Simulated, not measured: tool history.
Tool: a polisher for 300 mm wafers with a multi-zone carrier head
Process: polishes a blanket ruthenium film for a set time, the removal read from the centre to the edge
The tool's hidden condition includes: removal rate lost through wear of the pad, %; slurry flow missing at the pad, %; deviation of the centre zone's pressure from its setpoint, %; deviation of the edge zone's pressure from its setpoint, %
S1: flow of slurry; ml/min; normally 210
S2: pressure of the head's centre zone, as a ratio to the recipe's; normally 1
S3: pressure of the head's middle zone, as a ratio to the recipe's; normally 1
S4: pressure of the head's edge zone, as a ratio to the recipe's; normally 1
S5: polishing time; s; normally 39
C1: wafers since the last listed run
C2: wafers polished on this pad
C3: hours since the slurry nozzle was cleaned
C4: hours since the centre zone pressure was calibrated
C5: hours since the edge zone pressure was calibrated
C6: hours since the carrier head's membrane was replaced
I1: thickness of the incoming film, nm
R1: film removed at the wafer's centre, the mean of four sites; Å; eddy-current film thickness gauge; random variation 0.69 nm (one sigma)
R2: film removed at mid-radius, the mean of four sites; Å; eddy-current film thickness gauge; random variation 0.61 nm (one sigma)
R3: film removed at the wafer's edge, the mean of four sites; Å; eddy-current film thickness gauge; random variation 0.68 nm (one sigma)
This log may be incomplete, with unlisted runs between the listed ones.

run     day   S1    S2    S3    S4  S5    C1    C2     C3      C4     C5      C6     I1   R1   R2   R3
  1       0  260     1     1     1  39     0  2074  768.2   700.6  432.7  1112.3  622.5  510  523  520
      1.846  -- edge zone pressure recalibrated
  2   2.167  210     1     1     1  39   521  2595  820.2   752.6    7.7  1164.3  623.9  494  498  508
      4.012  -- worn pad replaced by a new one
  3     5.1  210     1     1     1  39   692   272  890.6     823   78.1  1234.7  621.2  495  504  513
      5.758  -- slurry nozzle cleaned
  4     7.6  210     1     1     1  39   615   888   44.2     883  138.1  1294.7  629.1  488  491  513
  5   8.725  190     1     1     1  39   281  1169   71.2     910  165.1  1321.7    636  488  496  511
  6  10.608  210  0.96     1  1.04  39   471  1641  116.4   955.2  210.3  1366.9  618.4  478  508  524
  7  11.683  210  1.03     1  1.03  32   269  1910  142.2     981  236.1  1392.7  631.7  420  413  430
  8  14.392  235   0.9     1     1  39   678  2588  207.2    1046  301.1  1457.7  638.8  453  508  518
     14.833  -- carrier head's membrane replaced by a new one
  9  16.242  275  0.95     1     1  39   411  2999  251.6  1090.4  345.5    33.8  638.1  485  528  528
 10  17.938  210     1     1     1  39   424  3424  292.3  1131.1  386.2    74.5  634.8  490  490  507
     20.408  -- worn pad replaced by a new one
     23.175  -- edge zone pressure recalibrated
     25.392  -- centre zone pressure recalibrated
 11  26.521  275     1     1     1  39  2065  1488  498.3    27.1   80.3   280.5  636.4  528  531  534
 12  30.117  210   0.9     1     1  29   900  2388  584.6   113.4  166.6   366.8  631.5  330  380  374
 13  31.342  210     1     1     1  39   306  2695    614   142.8    196   396.2  626.6  492  495  516
 14  33.817  270     1     1     1  49   619  3315  673.4   202.2  255.4   455.6  625.8  642  648  652
      34.35  -- worn pad replaced by a new one
     34.921  -- slurry nozzle cleaned
 15  36.375  255     1     1     1  34   588   496   34.9   263.6  316.8     517  622.7  440  450  460
 16  39.225  275     1     1     1  39   713  1209  103.3     332  385.2   585.4  629.3  505  529  528
 17  41.496  210     1  0.94     1  50   568  1778  157.8   386.5  439.7   639.9  633.3  630  609  659
 18  44.875  185  1.08     1     1  39   846  2624  238.9   467.6  520.8     721  633.2  539  505  508
     45.333  -- edge zone pressure recalibrated
 19  46.825  285  0.91  1.11     1  39   467  3091  285.7   514.4   35.8   767.8  617.8  458  562  540

The next listed run, before its measurement:
     48.075  -- worn pad replaced by a new one
 20  49.775  150   1   1   1  39  696  426  356.5  585.2  106.6  838.6  624.8   ?   ?   ?

R1: 457 Å
R2: 472 Å
R3: 494 Å
On a tool with no hidden condition, and with the same random variation, this run would have come out at R1 457 Å, R2 472 Å, R3 494 Å.
